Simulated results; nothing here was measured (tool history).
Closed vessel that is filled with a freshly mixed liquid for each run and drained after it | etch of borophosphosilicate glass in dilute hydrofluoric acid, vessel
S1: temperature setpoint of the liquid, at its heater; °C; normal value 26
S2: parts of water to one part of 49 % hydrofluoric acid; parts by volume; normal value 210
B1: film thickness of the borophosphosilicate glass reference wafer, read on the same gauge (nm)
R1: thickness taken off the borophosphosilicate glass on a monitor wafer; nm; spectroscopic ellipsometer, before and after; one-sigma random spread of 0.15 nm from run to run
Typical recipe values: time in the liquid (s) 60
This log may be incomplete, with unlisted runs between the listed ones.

Run 1, day 0: usual settings; B1 129.99. Result: R1 19.86 nm.
Run 2, day 2.171: usual settings; B1 129.98. Result: R1 19.82 nm.
Run 3, day 4.433: usual settings; B1 130. Result: R1 19.94 nm.
Run 4, day 7.158: usual settings but time in the liquid (s) 50; B1 129.97. Result: R1 16.28 nm.
Run 5, day 10.233: usual settings but time in the liquid (s) 50; B1 129.99. Result: R1 16.44 nm.
Run 6, day 12.008: usual settings; B1 130.04. Result: R1 19.85 nm.
Run 7, day 15.025: usual settings; B1 129.97. Result: R1 19.4 nm.
Run 8, day 18.667: usual settings; B1 130.03. Result: R1 19.13 nm.
Run 9, day 20.788: usual settings; B1 130.04. Result: R1 19.24 nm.
Run 10, day 24.858: usual settings; B1 129.97. Result: R1 19.41 nm.
At day 25.604: thermometer replaced.
Run 11, day 27.079: usual settings; B1 130.01. Result: R1 18.9 nm.
Run 12, day 30.396: usual settings but S1 22 °C, S2 115 parts by volume; B1 129.97. Result: R1 33.86 nm.
Run 13, day 34.717: usual settings but S1 22 °C, S2 115 parts by volume; B1 129.99. Result: R1 33.21 nm.
Run 14, day 38.417: usual settings but S1 24 °C, time in the liquid (s) 85; B1 129.97. Result: R1 24.62 nm.
Run 15, day 40.433: usual settings but time in the liquid (s) 95; B1 129.99. Result: R1 29.61 nm.
At day 41.008: hydrofluoric acid flow meter replaced.
Run 16, day 44.042: usual settings but S1 29 °C, S2 125 parts by volume, time in the liquid (s) 90; B1 129.99. Result: R1 65.18 nm.
At day 45.25: gauge calibrated.
Run 17, day 48.129: usual settings but S1 27.5 °C, S2 160 parts by volume, time in the liquid (s) 40; B1 129.99. Result: R1 19.95 nm.
Run 18, day 51.675: usual settings; B1 129.98. Result: R1 20.1 nm.
Run 19, day 55.162: usual settings but S1 23.5 °C, S2 250 parts by volume, time in the liquid (s) 80; B1 129.98. Result: R1 19.98 nm.
Run 20, day 56.971: usual settings but S2 300 parts by volume, time in the liquid (s) 70; B1 130.05. Result: R1 14.87 nm.

What would each run have given without the hidden state, its run-to-run variation left as it was?
The hidden state here: liquid colder than its thermometer reads (K); hydrofluoric acid flow below the setpoint (%); gauge reads high (%).
run     R1
  1  20.86
  2  20.88
  3  21.07
  4  17.27
  5  17.51
  6   21.2
  7  20.81
  8  20.63
  9  20.81
 10  21.11
 11  20.63
 12  36.84
 13  36.34
 14  27.29
 15  32.94
 16  65.92
 17  20.28
 18  20.55
 19  20.54
 20  15.34

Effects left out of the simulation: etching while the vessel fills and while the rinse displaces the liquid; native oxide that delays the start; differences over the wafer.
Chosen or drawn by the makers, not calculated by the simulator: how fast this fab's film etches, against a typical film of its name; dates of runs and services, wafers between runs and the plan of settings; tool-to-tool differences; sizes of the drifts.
